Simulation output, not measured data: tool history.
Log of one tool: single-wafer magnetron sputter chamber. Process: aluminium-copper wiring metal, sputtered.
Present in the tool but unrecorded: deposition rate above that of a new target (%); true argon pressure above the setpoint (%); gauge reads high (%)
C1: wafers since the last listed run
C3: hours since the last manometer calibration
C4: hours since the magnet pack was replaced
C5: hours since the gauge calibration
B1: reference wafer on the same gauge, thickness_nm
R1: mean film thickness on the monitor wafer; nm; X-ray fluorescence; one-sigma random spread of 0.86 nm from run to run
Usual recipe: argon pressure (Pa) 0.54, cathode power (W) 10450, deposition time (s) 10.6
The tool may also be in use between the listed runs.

run 1 day=0 | argon_pressure_(Pa)=0.54 cathode_power_(W)=10450 deposition_time_(s)=9.5 | C1=0 wafers_on_the_sputter_target=10 C3=2199.3 C4=11721 C5=1048 | B1=156.893 | R1=165.089
run 2 day=0.796 | argon_pressure_(Pa)=0.54 cathode_power_(W)=10450 deposition_time_(s)=10.6 | C1=377 wafers_on_the_sputter_target=387 C3=2218.4 C4=11740.1 C5=1067.1 | B1=156.921 | R1=182.733
run 3 day=3.658 | argon_pressure_(Pa)=0.54 cathode_power_(W)=10450 deposition_time_(s)=10.6 | C1=1358 wafers_on_the_sputter_target=1746 C3=2287.1 C4=11808.8 C5=1135.8 | B1=156.948 | R1=182.361
run 4 day=6.3 | argon_pressure_(Pa)=0.458 cathode_power_(W)=10450 deposition_time_(s)=9 | C1=1253 wafers_on_the_sputter_target=3000 C3=2350.5 C4=11872.2 C5=1199.2 | B1=157.093 | R1=157.167
run 5 day=7.462 | argon_pressure_(Pa)=0.466 cathode_power_(W)=10450 deposition_time_(s)=10.6 | C1=551 wafers_on_the_sputter_target=3551 C3=2378.4 C4=11900.1 C5=1227.1 | B1=157.179 | R1=184.803
run 6 day=8.771 | argon_pressure_(Pa)=0.466 cathode_power_(W)=10450 deposition_time_(s)=10.6 | C1=620 wafers_on_the_sputter_target=4172 C3=2409.8 C4=11931.5 C5=1258.5 | B1=156.912 | R1=185.318
run 7 day=11.038 | argon_pressure_(Pa)=0.466 cathode_power_(W)=10450 deposition_time_(s)=10.6 | C1=1075 wafers_on_the_sputter_target=5248 C3=2464.2 C4=11985.9 C5=1312.9 | B1=156.903 | R1=184.243
-- day=13.075 gauge calibrated
run 8 day=13.921 | argon_pressure_(Pa)=0.54 cathode_power_(W)=10450 deposition_time_(s)=10.6 | C1=1368 wafers_on_the_sputter_target=6617 C3=2533.4 C4=12055.1 C5=20.3 | B1=156.998 | R1=179.214
run 9 day=15.45 | argon_pressure_(Pa)=0.394 cathode_power_(W)=10450 deposition_time_(s)=10.6 | C1=725 wafers_on_the_sputter_target=7342 C3=2570.1 C4=12091.8 C5=57 | B1=156.894 | R1=190.173
-- day=16.833 sputter target and shields replaced
run 10 day=17.662 | argon_pressure_(Pa)=0.394 cathode_power_(W)=10450 deposition_time_(s)=10.6 | C1=891 wafers_on_the_sputter_target=392 C3=2623.2 C4=12144.9 C5=110.1 | B1=157.044 | R1=194.068
run 11 day=20.462 | argon_pressure_(Pa)=0.54 cathode_power_(W)=10450 deposition_time_(s)=11.7 | C1=1328 wafers_on_the_sputter_target=1721 C3=2690.4 C4=12212.1 C5=177.3 | B1=157.083 | R1=200.81
run 12 day=22.992 | argon_pressure_(Pa)=0.54 cathode_power_(W)=10450 deposition_time_(s)=11.7 | C1=1200 wafers_on_the_sputter_target=2922 C3=2751.1 C4=12272.8 C5=238 | B1=157.045 | R1=198.41
run 13 day=24.679 | argon_pressure_(Pa)=0.54 cathode_power_(W)=8400 deposition_time_(s)=10.6 | C1=800 wafers_on_the_sputter_target=3723 C3=2791.6 C4=12313.3 C5=278.5 | B1=157.236 | R1=145.685
run 14 day=26.792 | argon_pressure_(Pa)=0.732 cathode_power_(W)=11800 deposition_time_(s)=10.6 | C1=1002 wafers_on_the_sputter_target=4725 C3=2842.3 C4=12364 C5=329.2 | B1=156.96 | R1=190.297
-- day=27.15 capacitance manometer re-zeroed and calibrated
run 15 day=28.362 | argon_pressure_(Pa)=0.54 cathode_power_(W)=10450 deposition_time_(s)=10.6 | C1=587 wafers_on_the_sputter_target=5312 C3=29.1 C4=12401.7 C5=366.9 | B1=157.089 | R1=180.042
run 16 day=31.079 | argon_pressure_(Pa)=0.54 cathode_power_(W)=10450 deposition_time_(s)=11.9 | C1=1289 wafers_on_the_sputter_target=6602 C3=94.3 C4=12466.9 C5=432.1 | B1=157.068 | R1=200.773
run 17 day=33.325 | argon_pressure_(Pa)=0.644 cathode_power_(W)=10450 deposition_time_(s)=11.8 | C1=1065 wafers_on_the_sputter_target=7668 C3=148.2 C4=12520.8 C5=486 | B1=156.888 | R1=191.398
run 18 day=35.317 | argon_pressure_(Pa)=0.54 cathode_power_(W)=9000 deposition_time_(s)=12.6 | C1=945 wafers_on_the_sputter_target=8613 C3=196 C4=12568.6 C5=533.8 | B1=157.08 | R1=183.875
-- day=36.288 sputter target and shields replaced
run 19 day=36.917 | argon_pressure_(Pa)=0.54 cathode_power_(W)=10450 deposition_time_(s)=10.6 | C1=601 wafers_on_the_sputter_target=298 C3=234.4 C4=12607 C5=572.2 | B1=157.067 | R1=183.887
-- day=38.396 magnet pack replaced
run 20 day=38.854 | argon_pressure_(Pa)=0.54 cathode_power_(W)=10450 deposition_time_(s)=12.3 | C1=761 wafers_on_the_sputter_target=1059 C3=280.9 C4=11 C5=618.7 | B1=156.977 | R1=211.755
run 21 day=41 | argon_pressure_(Pa)=0.652 cathode_power_(W)=7950 deposition_time_(s)=12 | C1=1018 wafers_on_the_sputter_target=2077 C3=332.4 C4=62.5 C5=670.2 | B1=157.159 | R1=149.874
run 22 day=43.375 | argon_pressure_(Pa)=0.54 cathode_power_(W)=10450 deposition_time_(s)=10.6 | C1=1127 wafers_on_the_sputter_target=3204 C3=389.4 C4=119.5 C5=727.2 | B1=157.095 | R1=180.207
run 23 day=46.329 | argon_pressure_(Pa)=0.732 cathode_power_(W)=11800 deposition_time_(s)=10.6 | C1=1402 wafers_on_the_sputter_target=4606 C3=460.3 C4=190.4 C5=798.1 | B1=157.286 | R1=191.175
run 24 day=49.175 | argon_pressure_(Pa)=0.54 cathode_power_(W)=10450 deposition_time_(s)=11.3 | C1=1350 wafers_on_the_sputter_target=5957 C3=528.6 C4=258.7 C5=866.4 | B1=156.992 | R1=191.752
run 25 day=50.896 | argon_pressure_(Pa)=0.54 cathode_power_(W)=11150 deposition_time_(s)=10.6 | C1=816 wafers_on_the_sputter_target=6774 C3=569.9 C4=300 C5=907.7 | B1=156.768 | R1=191.887
run 26 day=52.296 | argon_pressure_(Pa)=0.54 cathode_power_(W)=10450 deposition_time_(s)=11.2 | C1=664 wafers_on_the_sputter_target=7438 C3=603.5 C4=333.6 C5=941.3 | B1=157.273 | R1=189.682
run 27 day=55.138 | argon_pressure_(Pa)=0.54 cathode_power_(W)=10450 deposition_time_(s)=10.6 | C1=1348 wafers_on_the_sputter_target=8787 C3=671.7 C4=401.8 C5=1009.5 | B1=156.864 | R1=180.364
-- day=55.679 sputter target and shields replaced
run 28 day=57.629 | argon_pressure_(Pa)=0.404 cathode_power_(W)=10450 deposition_time_(s)=9 | C1=1024 wafers_on_the_sputter_target=925 C3=731.5 C4=461.6 C5=1069.3 | B1=156.907 | R1=162.926
run 29 day=58.758 | argon_pressure_(Pa)=0.357 cathode_power_(W)=12100 deposition_time_(s)=10.6 | C1=535 wafers_on_the_sputter_target=1461 C3=758.6 C4=488.7 C5=1096.4 | B1=156.913 | R1=225.255
-- day=60.954 gauge calibrated
run 30 day=61.25 | argon_pressure_(Pa)=0.712 cathode_power_(W)=12600 deposition_time_(s)=9.3 | C1=1182 wafers_on_the_sputter_target=2643 C3=818.4 C4=548.5 C5=7.1 | B1=156.795 | R1=180.15
run 31 day=67.212 | argon_pressure_(Pa)=0.676 cathode_power_(W)=8050 deposition_time_(s)=12.2 | C1=2829 wafers_on_the_sputter_target=5473 C3=961.5 C4=691.6 C5=150.2 | B1=156.904 | R1=153.138
run 32 day=69.075 | argon_pressure_(Pa)=0.631 cathode_power_(W)=7900 deposition_time_(s)=9.1 | C1=883 wafers_on_the_sputter_target=6357 C3=1006.2 C4=736.3 C5=194.9 | B1=156.662 | R1=113.601
run 33 day=70.154 | argon_pressure_(Pa)=0.359 cathode_power_(W)=11750 deposition_time_(s)=9.9 | C1=512 wafers_on_the_sputter_target=6869 C3=1032.1 C4=762.2 C5=220.8 | B1=157.192 | R1=200.612

Each row is a separate what-if for the run after 33, all from the same tool condition, not one after another. Results?
run A day=70.171 | argon_pressure_(Pa)=0.54 cathode_power_(W)=10450 deposition_time_(s)=10.6 | C1=7 wafers_on_the_sputter_target=6877 C3=1032.5 C4=762.6 C5=221.2 | B1=? | R1=?
run B day=70.171 | argon_pressure_(Pa)=0.54 cathode_power_(W)=10450 deposition_time_(s)=12.1 | C1=7 wafers_on_the_sputter_target=6877 C3=1032.5 C4=762.6 C5=221.2 | B1=? | R1=?
run C day=70.171 | argon_pressure_(Pa)=0.54 cathode_power_(W)=10450 deposition_time_(s)=11.6 | C1=7 wafers_on_the_sputter_target=6877 C3=1032.5 C4=762.6 C5=221.2 | B1=? | R1=?
run D day=70.171 | argon_pressure_(Pa)=0.623 cathode_power_(W)=11350 deposition_time_(s)=9.3 | C1=7 wafers_on_the_sputter_target=6877 C3=1032.5 C4=762.6 C5=221.2 | B1=? | R1=?
run E day=70.171 | argon_pressure_(Pa)=0.648 cathode_power_(W)=8450 deposition_time_(s)=9.7 | C1=7 wafers_on_the_sputter_target=6877 C3=1032.5 C4=762.6 C5=221.2 | B1=? | R1=?

run=A B1=157.052 R1=178.828
run=B B1=157.052 R1=204.134
run=C B1=157.052 R1=195.698
run=D B1=157.052 R1=165.604
run=E B1=157.052 R1=127.499
Without the tool's hidden state the same runs would have given:
run=A R1=183.864
run=B R1=209.882
run=C R1=201.21
run=D R1=170.268
run=E R1=131.09
